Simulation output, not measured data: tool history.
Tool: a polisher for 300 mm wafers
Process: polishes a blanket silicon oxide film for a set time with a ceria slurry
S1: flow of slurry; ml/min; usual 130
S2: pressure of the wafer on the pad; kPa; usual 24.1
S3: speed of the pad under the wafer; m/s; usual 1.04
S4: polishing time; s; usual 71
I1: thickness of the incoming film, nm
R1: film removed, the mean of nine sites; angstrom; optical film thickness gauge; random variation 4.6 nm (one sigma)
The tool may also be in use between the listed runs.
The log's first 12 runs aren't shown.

| run | hour | S1 | S2 | S3 | S4 | I1 | R1 |
|---|---|---|---|---|---|---|---|
| 13 | 783.0 | 140 | 24.1 | 0.78 | 71 | 1446.4 | 2794 |
| 14 | 889.9 | 140 | 24.1 | 0.78 | 71 | 1468.4 | 2761 |
| 15 | 973.4 | 95 | 31.7 | 1.32 | 61 | 1451.6 | 4541 |
|  | 1067.9 | head pressure recalibrated |
| 16 | 1076.3 | 145 | 24.1 | 1.04 | 71 | 1468.0 | 3621 |
|  | 1165.7 | slurry nozzle cleaned |
| 17 | 1177.3 | 165 | 21.4 | 1.38 | 51 | 1469.8 | 3043 |
| 18 | 1244.1 | 130 | 20.0 | 1.04 | 71 | 1466.7 | 2847 |
| 19 | 1320.3 | 130 | 24.1 | 1.04 | 71 | 1472.6 | 3439 |
| 20 | 1390.3 | 105 | 26.9 | 1.30 | 71 | 1440.9 | 4483 |
|  | 1422.7 | worn pad replaced by a new one |
| 21 | 1465.0 | 130 | 30.3 | 1.40 | 71 | 1435.8 | 6177 |
| 22 | 1564.9 | 130 | 24.1 | 1.04 | 86 | 1466.4 | 4386 |
| 23 | 1630.6 | 130 | 24.1 | 1.04 | 52 | 1477.6 | 2519 |
| 24 | 1867.4 | 130 | 24.1 | 1.20 | 54 | 1461.7 | 2946 |
|  | 1909.5 | head pressure recalibrated |
| 25 | 1916.5 | 130 | 27.6 | 1.04 | 71 | 1482.6 | 3927 |
| 26 | 1996.7 | 140 | 24.1 | 0.78 | 71 | 1441.2 | 2641 |
|  | 2013.8 | slurry nozzle cleaned |
| 27 | 2064.7 | 130 | 24.1 | 1.04 | 71 | 1462.1 | 3365 |
| 28 | 2104.2 | 130 | 24.1 | 1.04 | 71 | 1469.2 | 3375 |
|  | 2153.8 | worn pad replaced by a new one |
| 29 | 2157.8 | 130 | 16.5 | 1.34 | 71 | 1460.8 | 3466 |
| 30 | 2227.7 | 130 | 24.1 | 1.04 | 71 | 1454.3 | 3678 |
| 31 | 2301.3 | 150 | 21.4 | 1.04 | 58 | 1465.5 | 2714 |
| 32 | 2406.4 | 150 | 31.0 | 1.36 | 64 | 1451.6 | 5433 |
| 33 | 2502.0 | 130 | 24.1 | 1.26 | 81 | 1478.3 | 4790 |

The next listed run, before its measurement:
| 34 | 2561.8 | 130 | 24.1 | 1.04 | 64 | 1446.1 | ? |

Run 34 gave R1 3113 angstrom.
Without the tool's hidden state the same run would have given R1 3531 angstrom.
